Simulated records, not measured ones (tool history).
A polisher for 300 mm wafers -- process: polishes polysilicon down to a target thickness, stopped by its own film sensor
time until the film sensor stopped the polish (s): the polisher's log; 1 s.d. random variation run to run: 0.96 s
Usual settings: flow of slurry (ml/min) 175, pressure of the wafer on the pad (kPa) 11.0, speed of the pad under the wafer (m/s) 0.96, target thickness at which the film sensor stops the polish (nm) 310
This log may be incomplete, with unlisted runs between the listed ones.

| run | day | flow of slurry (ml/min) | pressure of the wafer on the pad (kPa) | speed of the pad under the wafer (m/s) | target thickness at which the film sensor stops the polish (nm) | incoming thickness of the incoming film, nm | time until the film sensor stopped the polish (s) |
|---|---|---|---|---|---|---|---|
| 1 | 0.000 | 175 | 11.0 | 0.96 | 310 | 608.5 | 59.3 |
| 2 | 0.642 | 175 | 11.0 | 0.96 | 310 | 622.2 | 62.7 |
| 3 | 1.788 | 175 | 11.0 | 0.96 | 310 | 621.3 | 62.6 |
| 4 | 2.529 | 175 | 11.0 | 1.14 | 310 | 626.9 | 54.8 |
| 5 | 3.612 | 175 | 11.0 | 0.96 | 310 | 624.8 | 64.8 |
|  | 4.325 | worn pad replaced by a new one |
| 6 | 5.058 | 175 | 11.0 | 0.96 | 310 | 613.3 | 64.6 |
| 7 | 5.662 | 175 | 11.0 | 0.96 | 310 | 610.6 | 63.5 |
| 8 | 6.933 | 175 | 11.0 | 0.96 | 310 | 612.1 | 65.5 |
| 9 | 7.725 | 175 | 11.0 | 0.96 | 310 | 616.0 | 65.4 |
| 10 | 8.775 | 175 | 11.0 | 0.96 | 310 | 607.1 | 64.5 |
| 11 | 9.658 | 175 | 11.0 | 0.96 | 310 | 618.0 | 67.8 |
|  | 10.054 | worn pad replaced by a new one |
| 12 | 11.008 | 175 | 11.0 | 0.96 | 385 | 624.0 | 50.4 |
|  | 11.179 | head pressure recalibrated |
| 13 | 11.933 | 175 | 11.0 | 0.96 | 385 | 621.8 | 44.5 |
|  | 12.404 | slurry nozzle cleaned |
| 14 | 12.992 | 175 | 11.0 | 0.96 | 385 | 631.2 | 47.5 |
| 15 | 13.638 | 175 | 11.0 | 0.96 | 367 | 622.4 | 47.6 |
| 16 | 14.433 | 195 | 8.3 | 0.96 | 310 | 614.0 | 77.0 |
| 17 | 15.921 | 175 | 11.0 | 0.96 | 372 | 624.9 | 47.4 |
|  | 16.129 | worn pad replaced by a new one |
| 18 | 16.717 | 175 | 11.0 | 0.96 | 310 | 613.5 | 57.7 |
| 19 | 17.679 | 175 | 13.1 | 0.86 | 310 | 624.8 | 55.0 |
| 20 | 19.146 | 230 | 11.0 | 0.76 | 369 | 619.5 | 56.8 |
| 21 | 19.704 | 175 | 9.0 | 1.20 | 279 | 624.2 | 64.9 |
| 22 | 20.275 | 160 | 11.0 | 0.96 | 310 | 628.5 | 61.5 |
| 23 | 21.004 | 205 | 11.0 | 0.96 | 310 | 618.4 | 57.6 |
|  | 21.308 | worn pad replaced by a new one |
| 24 | 21.612 | 135 | 11.0 | 0.84 | 231 | 617.8 | 86.4 |
| 25 | 22.383 | 155 | 11.0 | 1.12 | 390 | 627.5 | 39.9 |
| 26 | 23.671 | 175 | 11.0 | 0.96 | 310 | 622.4 | 59.9 |
| 27 | 24.325 | 175 | 7.6 | 1.08 | 310 | 606.7 | 75.3 |
| 28 | 25.046 | 200 | 11.0 | 0.96 | 310 | 629.4 | 61.7 |
| 29 | 25.771 | 175 | 9.7 | 0.96 | 310 | 618.8 | 67.0 |
|  | 26.254 | worn pad replaced by a new one |
| 30 | 26.475 | 175 | 11.0 | 0.96 | 310 | 620.1 | 60.3 |

3 options for the next run, each taken on its own from the tool as it stands now. Forecast them:
| A | 26.492 | 175 | 11.0 | 0.96 | 310 | 619.4 | ? |
| B | 26.492 | 175 | 9.7 | 0.96 | 390 | 619.4 | ? |
| C | 26.492 | 175 | 11.0 | 0.68 | 310 | 619.4 | ? |

| run | time until the film sensor stopped the polish (s) |
|---|---|
| A | 60.4 |
| B | 51.2 |
| C | 85.2 |
With no hidden state in the tool, these same runs would have given:
| run | time until the film sensor stopped the polish (s) |
|---|---|
| A | 58.4 |
| B | 49.5 |
| C | 82.5 |
